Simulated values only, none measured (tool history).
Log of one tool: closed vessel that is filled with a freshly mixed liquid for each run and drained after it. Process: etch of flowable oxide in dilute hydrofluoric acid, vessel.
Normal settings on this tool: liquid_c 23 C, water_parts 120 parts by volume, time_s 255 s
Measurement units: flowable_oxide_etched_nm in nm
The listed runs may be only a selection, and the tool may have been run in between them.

run	day	liquid_c	water_parts	time_s	read-back film thickness of the flowable oxide reference wafer, read on the same gauge (nm)	flowable_oxide_etched_nm
1	0	20.5	160	255	100	38.16
2	2.054	20	120	255	100	52.25
3	4.804	20	120	255	100.01	51.73
4	7.708	23	120	255	100.04	57.61
5	8.929	23	120	255	99.99	57.82
6	11.708	23	120	255	100.02	57.98
7	14.117	23	120	255	99.95	57.04
# day 14.908: hydrofluoric acid flow meter replaced
8	15.362	23	120	255	99.96	59.91
9	17.917	24.5	120	255	100.01	63.6
10	19.904	23	120	255	99.98	59.41
11	21.2	23	120	255	99.97	59.21
12	24.008	23	120	255	99.94	58.73
13	31.55	26.5	140	200	100	43.17
# day 35.633: gauge calibrated
# day 35.696: hydrofluoric acid flow meter replaced
14	40.038	20.5	145	170	99.97	29.29
# day 40.833: thermometer replaced
15	41.988	23	120	255	100	56.68
16	44.088	23	120	255	100	56.56
17	46.617	23	120	255	100.01	55.2

Run 18 comes next. What will it give?
18	48.958	27	120	255	?	?

read-back film thickness of the flowable oxide reference wafer, read on the same gauge (nm): 99.96
flowable_oxide_etched_nm: 64.23 nm
On a tool with no hidden condition, and with the same random variation, this run would have come out at flowable_oxide_etched_nm 66.31 nm.
